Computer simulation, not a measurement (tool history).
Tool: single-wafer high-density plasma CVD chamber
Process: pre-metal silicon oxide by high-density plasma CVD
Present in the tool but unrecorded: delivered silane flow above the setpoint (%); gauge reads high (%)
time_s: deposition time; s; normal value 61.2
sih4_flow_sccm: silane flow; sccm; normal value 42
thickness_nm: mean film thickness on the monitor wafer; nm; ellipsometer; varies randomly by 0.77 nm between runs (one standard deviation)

run     day  time_s  sih4_flow_sccm  wafers since the last listed run  hours since the silane flow controller was replaced  hours since the gauge calibration  read-back reference wafer on the same gauge, thickness_nm  thickness_nm
  1   0.000    61.2              42                                 0                                               3042.2                               27.1                                                    223.203       236.922
  2   2.383    61.2              42                              1087                                               3099.4                               84.3                                                    222.834       235.621
  3   4.258    67.7              42                               855                                               3144.4                              129.3                                                    222.860       259.962
  4   6.021    61.2              42                               803                                               3186.7                              171.6                                                    223.205       234.635
  5   8.517    61.2              42                              1138                                               3246.6                              231.5                                                    223.232       233.330
  6  11.358    61.2              42                              1296                                               3314.8                              299.7                                                    223.028       233.305
  7  13.725    61.2              42                              1079                                               3371.6                              356.5                                                    222.945       235.014
  8  14.896    61.2              42                               534                                               3399.7                              384.6                                                    222.946       235.121
  9  17.375    61.2              36                              1130                                               3459.2                              444.1                                                    222.862       198.846
 10  19.008    61.2              36                               745                                               3498.4                              483.3                                                    223.141       199.310
 11  21.042    61.2              36                               927                                               3547.2                              532.1                                                    222.938       199.167
     22.008  -- gauge calibrated
 12  23.417    56.6              46                              1083                                               3604.2                               33.8                                                    223.208       236.023
 13  24.546    57.1              38                               515                                               3631.3                               60.9                                                    222.947       196.327
 14  26.729    49.7              37                               995                                               3683.7                              113.3                                                    222.902       164.256
 15  29.412    61.2              36                              1223                                               3748.1                              177.7                                                    223.128       198.403
 16  30.600    68.2              45                               541                                               3776.6                              206.2                                                    223.028       275.969
     31.788  -- silane flow controller replaced
 17  32.604    56.4              34                               762                                                 19.6                              254.3                                                    223.091       181.766
 18  34.633    66.4              35                               925                                                 68.3                              303.0                                                    222.750       221.828
 19  35.933    72.2              40                               592                                                 99.5                              334.2                                                    222.966       274.674
 20  37.642    61.2              35                               779                                                140.5                              375.2                                                    222.922       203.974
 21  38.862    50.2              44                               556                                                169.8                              404.5                                                    223.083       210.367
 22  41.317    57.1              38                              1119                                                228.7                              463.4                                                    223.199       206.573

Forecast each of these 3 alternatives for the next run:
  A  41.333    61.2              45                                 7                                                229.1                              463.8                                                          ?             ?
  B  41.333    69.7              36                                 7                                                229.1                              463.8                                                          ?             ?
  C  41.333    67.7              50                                 7                                                229.1                              463.8                                                          ?             ?

run  read-back reference wafer on the same gauge, thickness_nm  thickness_nm
  A                                                    222.949       262.671
  B                                                    222.949       239.323
  C                                                    222.949       322.855
The same runs, with their run-to-run variation unchanged, on a tool lacking any hidden condition would have given:
run  thickness_nm
  A       263.387
  B       239.975
  C       323.735
